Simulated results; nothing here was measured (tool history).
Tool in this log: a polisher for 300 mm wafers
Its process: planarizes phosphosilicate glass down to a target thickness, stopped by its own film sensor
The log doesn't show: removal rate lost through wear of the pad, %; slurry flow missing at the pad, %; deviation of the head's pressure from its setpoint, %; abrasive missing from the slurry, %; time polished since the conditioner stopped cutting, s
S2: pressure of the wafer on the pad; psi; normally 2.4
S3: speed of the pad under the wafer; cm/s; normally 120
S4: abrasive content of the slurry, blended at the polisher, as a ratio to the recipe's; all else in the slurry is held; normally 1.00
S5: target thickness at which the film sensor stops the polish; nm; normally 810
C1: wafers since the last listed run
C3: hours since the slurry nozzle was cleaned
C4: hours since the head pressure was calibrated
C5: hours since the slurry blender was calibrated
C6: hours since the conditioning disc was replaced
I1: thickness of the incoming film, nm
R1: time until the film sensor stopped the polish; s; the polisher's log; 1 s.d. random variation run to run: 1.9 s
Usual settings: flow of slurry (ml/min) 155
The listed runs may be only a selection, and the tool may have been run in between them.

run 1 day=0.000 | flow_of_slurry_(ml/min)=155 S2=2.4 S3=120 S4=0.75 S5=810 | C1=0 wafers_polished_on_this_pad=217 C3=154.1 C4=1224.0 C5=90.5 C6=28.7 | I1=1681.5 | R1=189.0
run 2 day=0.308 | flow_of_slurry_(ml/min)=155 S2=2.4 S3=120 S4=0.75 S5=810 | C1=51 wafers_polished_on_this_pad=269 C3=161.5 C4=1231.4 C5=97.9 C6=36.1 | I1=1665.9 | R1=188.4
run 3 day=0.875 | flow_of_slurry_(ml/min)=155 S2=2.4 S3=120 S4=0.75 S5=810 | C1=95 wafers_polished_on_this_pad=364 C3=175.1 C4=1245.0 C5=111.5 C6=49.7 | I1=1640.2 | R1=182.3
run 4 day=1.433 | flow_of_slurry_(ml/min)=155 S2=2.4 S3=120 S4=1.00 S5=810 | C1=93 wafers_polished_on_this_pad=458 C3=188.5 C4=1258.4 C5=124.9 C6=63.1 | I1=1643.2 | R1=147.6
run 5 day=2.625 | flow_of_slurry_(ml/min)=155 S2=2.4 S3=120 S4=1.00 S5=810 | C1=200 wafers_polished_on_this_pad=659 C3=217.1 C4=1287.0 C5=153.5 C6=91.7 | I1=1661.4 | R1=152.2
run 6 day=3.108 | flow_of_slurry_(ml/min)=155 S2=2.4 S3=120 S4=1.00 S5=604 | C1=81 wafers_polished_on_this_pad=740 C3=228.7 C4=1298.6 C5=165.1 C6=103.3 | I1=1636.0 | R1=186.9
-- day=3.462 worn pad replaced by a new one
run 7 day=3.646 | flow_of_slurry_(ml/min)=155 S2=2.4 S3=120 S4=1.00 S5=810 | C1=62 wafers_polished_on_this_pad=31 C3=241.6 C4=1311.5 C5=178.0 C6=116.2 | I1=1660.3 | R1=150.3
run 8 day=4.092 | flow_of_slurry_(ml/min)=155 S2=2.4 S3=120 S4=1.00 S5=810 | C1=75 wafers_polished_on_this_pad=106 C3=252.3 C4=1322.2 C5=188.7 C6=126.9 | I1=1661.7 | R1=151.8
-- day=4.483 slurry nozzle cleaned
run 9 day=4.800 | flow_of_slurry_(ml/min)=155 S2=2.4 S3=120 S4=1.00 S5=810 | C1=112 wafers_polished_on_this_pad=218 C3=7.6 C4=1339.2 C5=205.7 C6=143.9 | I1=1665.8 | R1=152.7
run 10 day=5.075 | flow_of_slurry_(ml/min)=155 S2=2.4 S3=136 S4=1.00 S5=810 | C1=46 wafers_polished_on_this_pad=264 C3=14.2 C4=1345.8 C5=212.3 C6=150.5 | I1=1632.6 | R1=138.1
run 11 day=5.667 | flow_of_slurry_(ml/min)=155 S2=2.4 S3=136 S4=1.00 S5=810 | C1=99 wafers_polished_on_this_pad=364 C3=28.4 C4=1360.0 C5=226.5 C6=164.7 | I1=1697.4 | R1=145.7
-- day=6.017 conditioning disc replaced and pad reconditioned
run 12 day=6.175 | flow_of_slurry_(ml/min)=155 S2=2.4 S3=156 S4=1.00 S5=574 | C1=71 wafers_polished_on_this_pad=435 C3=40.6 C4=1372.2 C5=238.7 C6=3.8 | I1=1637.6 | R1=141.3
run 13 day=6.688 | flow_of_slurry_(ml/min)=155 S2=3.0 S3=158 S4=1.20 S5=1026 | C1=86 wafers_polished_on_this_pad=522 C3=52.9 C4=1384.5 C5=251.0 C6=16.1 | I1=1634.3 | R1=63.7
run 14 day=7.325 | flow_of_slurry_(ml/min)=155 S2=2.4 S3=120 S4=0.90 S5=810 | C1=107 wafers_polished_on_this_pad=629 C3=68.2 C4=1399.8 C5=266.3 C6=31.4 | I1=1668.1 | R1=156.3
-- day=7.525 slurry blender recalibrated
-- day=7.821 worn pad replaced by a new one
run 15 day=7.842 | flow_of_slurry_(ml/min)=155 S2=2.4 S3=132 S4=1.10 S5=810 | C1=44 wafers_polished_on_this_pad=3 C3=80.6 C4=1412.2 C5=7.6 C6=43.8 | I1=1669.7 | R1=129.3
run 16 day=8.233 | flow_of_slurry_(ml/min)=155 S2=2.4 S3=120 S4=1.00 S5=810 | C1=65 wafers_polished_on_this_pad=69 C3=90.0 C4=1421.6 C5=17.0 C6=53.2 | I1=1650.4 | R1=146.2
run 17 day=8.642 | flow_of_slurry_(ml/min)=155 S2=2.4 S3=120 S4=1.00 S5=810 | C1=68 wafers_polished_on_this_pad=138 C3=99.8 C4=1431.4 C5=26.8 C6=63.0 | I1=1675.1 | R1=148.6
-- day=8.900 head pressure recalibrated
run 18 day=8.921 | flow_of_slurry_(ml/min)=155 S2=2.4 S3=120 S4=1.00 S5=810 | C1=32 wafers_polished_on_this_pad=171 C3=106.5 C4=0.5 C5=33.5 C6=69.7 | I1=1676.0 | R1=153.2
run 19 day=9.246 | flow_of_slurry_(ml/min)=210 S2=2.4 S3=120 S4=1.10 S5=810 | C1=54 wafers_polished_on_this_pad=225 C3=114.3 C4=8.3 C5=41.3 C6=77.5 | I1=1674.8 | R1=139.4
run 20 day=9.838 | flow_of_slurry_(ml/min)=105 S2=2.9 S3=138 S4=1.25 S5=810 | C1=99 wafers_polished_on_this_pad=325 C3=128.5 C4=22.5 C5=55.5 C6=91.7 | I1=1668.1 | R1=116.1
run 21 day=10.517 | flow_of_slurry_(ml/min)=155 S2=2.4 S3=120 S4=1.00 S5=810 | C1=114 wafers_polished_on_this_pad=439 C3=144.8 C4=38.8 C5=71.8 C6=108.0 | I1=1658.8 | R1=150.0
run 22 day=11.188 | flow_of_slurry_(ml/min)=120 S2=1.9 S3=82 S4=1.25 S5=810 | C1=112 wafers_polished_on_this_pad=552 C3=160.9 C4=54.9 C5=87.9 C6=124.1 | I1=1624.3 | R1=193.0

Below are 3 alternative next runs, each starting from the tool's condition after run 22. Predict each:
run A day=11.208 | flow_of_slurry_(ml/min)=155 S2=2.4 S3=120 S4=1.00 S5=810 | C1=3 wafers_polished_on_this_pad=556 C3=161.4 C4=55.4 C5=88.4 C6=124.6 | I1=1656.1 | R1=?
run B day=11.208 | flow_of_slurry_(ml/min)=120 S2=2.4 S3=120 S4=0.85 S5=708 | C1=3 wafers_polished_on_this_pad=556 C3=161.4 C4=55.4 C5=88.4 C6=124.6 | I1=1656.1 | R1=?
run C day=11.208 | flow_of_slurry_(ml/min)=155 S2=2.4 S3=120 S4=1.00 S5=892 | C1=3 wafers_polished_on_this_pad=556 C3=161.4 C4=55.4 C5=88.4 C6=124.6 | I1=1656.1 | R1=?

run=A R1=149.4
run=B R1=200.6
run=C R1=135.0
Without the tool's unlogged condition, the same runs would have read:
run=A R1=130.6
run=B R1=175.3
run=C R1=118.0

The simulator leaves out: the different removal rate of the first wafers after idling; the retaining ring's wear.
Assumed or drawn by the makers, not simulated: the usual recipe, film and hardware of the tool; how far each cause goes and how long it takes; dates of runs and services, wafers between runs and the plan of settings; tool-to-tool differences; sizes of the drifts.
